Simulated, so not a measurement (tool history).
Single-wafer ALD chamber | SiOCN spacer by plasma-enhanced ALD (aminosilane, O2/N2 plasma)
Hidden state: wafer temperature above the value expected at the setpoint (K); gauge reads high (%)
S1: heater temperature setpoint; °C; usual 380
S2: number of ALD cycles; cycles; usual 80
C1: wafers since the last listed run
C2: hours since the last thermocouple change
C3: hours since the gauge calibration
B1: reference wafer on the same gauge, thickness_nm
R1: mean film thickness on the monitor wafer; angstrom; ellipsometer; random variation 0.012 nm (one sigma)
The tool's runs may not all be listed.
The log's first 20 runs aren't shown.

At day 19.429: thermocouple changed; heater temperature recalibrated.
Run 21, day 20.329: usual settings but S1 388 °C, S2 96 cycles; C1 93; C2 21.6; C3 134.8; B1 3.994. Result: R1 57.62 angstrom.
Run 22, day 21.296: usual settings but S1 366 °C, S2 68 cycles; C1 88; C2 44.8; C3 158; B1 3.994. Result: R1 40.89 angstrom.
Run 23, day 22.038: usual settings but S1 389 °C, S2 88 cycles; C1 68; C2 62.6; C3 175.8; B1 3.993. Result: R1 52.56 angstrom.
Run 24, day 22.729: usual settings but S2 89 cycles; C1 63; C2 79.2; C3 192.4; B1 3.988. Result: R1 53.46 angstrom.
Run 25, day 24.55: usual settings but S1 386 °C, S2 89 cycles; C1 167; C2 122.9; C3 236.1; B1 3.99. Result: R1 53.39 angstrom.
Run 26, day 25.2: usual settings but S1 365 °C, S2 73 cycles; C1 59; C2 138.5; C3 251.7; B1 3.986. Result: R1 43.84 angstrom.
Run 27, day 26.467: usual settings but S1 384 °C, S2 68 cycles; C1 116; C2 168.9; C3 282.1; B1 3.987. Result: R1 40.84 angstrom.
Run 28, day 27.725: usual settings; C1 115; C2 199.1; C3 312.3; B1 3.988. Result: R1 47.84 angstrom.
Run 29, day 28.933: usual settings; C1 110; C2 228.1; C3 341.3; B1 3.985. Result: R1 48.09 angstrom.
Run 30, day 30.158: usual settings but S1 374 °C, S2 75 cycles; C1 112; C2 257.5; C3 370.7; B1 3.985. Result: R1 45.15 angstrom.
Run 31, day 30.875: usual settings; C1 65; C2 274.7; C3 387.9; B1 3.983. Result: R1 47.86 angstrom.
Run 32, day 31.446: usual settings but S2 88 cycles; C1 52; C2 288.4; C3 401.6; B1 3.98. Result: R1 52.64 angstrom.
Run 33, day 32.508: usual settings but S1 389 °C, S2 88 cycles; C1 97; C2 313.9; C3 427.1; B1 3.979. Result: R1 52.56 angstrom.
Run 34, day 33.842: usual settings; C1 122; C2 345.9; C3 459.1; B1 3.978. Result: R1 47.67 angstrom.
Run 35, day 34.796: usual settings; C1 87; C2 368.8; C3 482; B1 3.976. Result: R1 47.82 angstrom.
Run 36, day 36.204: usual settings but S1 372 °C, S2 70 cycles; C1 129; C2 402.6; C3 515.8; B1 3.972. Result: R1 41.83 angstrom.
Run 37, day 37.312: usual settings; C1 101; C2 429.2; C3 542.4; B1 3.97. Result: R1 47.84 angstrom.
Run 38, day 38.4: usual settings but S1 384 °C, S2 72 cycles; C1 99; C2 455.3; C3 568.5; B1 3.967. Result: R1 43 angstrom.

4 ways to go on from here, each from the tool as it stands after run 38. What would each give?
Run A, day 38.425: usual settings but S2 91 cycles; C1 2; C2 455.9; C3 569.1; B1 ?. Result: R1 ?.
Run B, day 38.425: usual settings but S2 67 cycles; C1 2; C2 455.9; C3 569.1; B1 ?. Result: R1 ?.
Run C, day 38.425: usual settings but S1 385 °C, S2 89 cycles; C1 2; C2 455.9; C3 569.1; B1 ?. Result: R1 ?.
Run D, day 38.425: usual settings but S1 384 °C, S2 64 cycles; C1 2; C2 455.9; C3 569.1; B1 ?. Result: R1 ?.

run     B1     R1
  A  3.966  54.22
  B  3.966  39.92
  C  3.966  53.02
  D  3.966  38.13
Without the tool's hidden state the same runs would have given:
run     R1
  A  54.53
  B  40.15
  C  53.33
  D  38.35
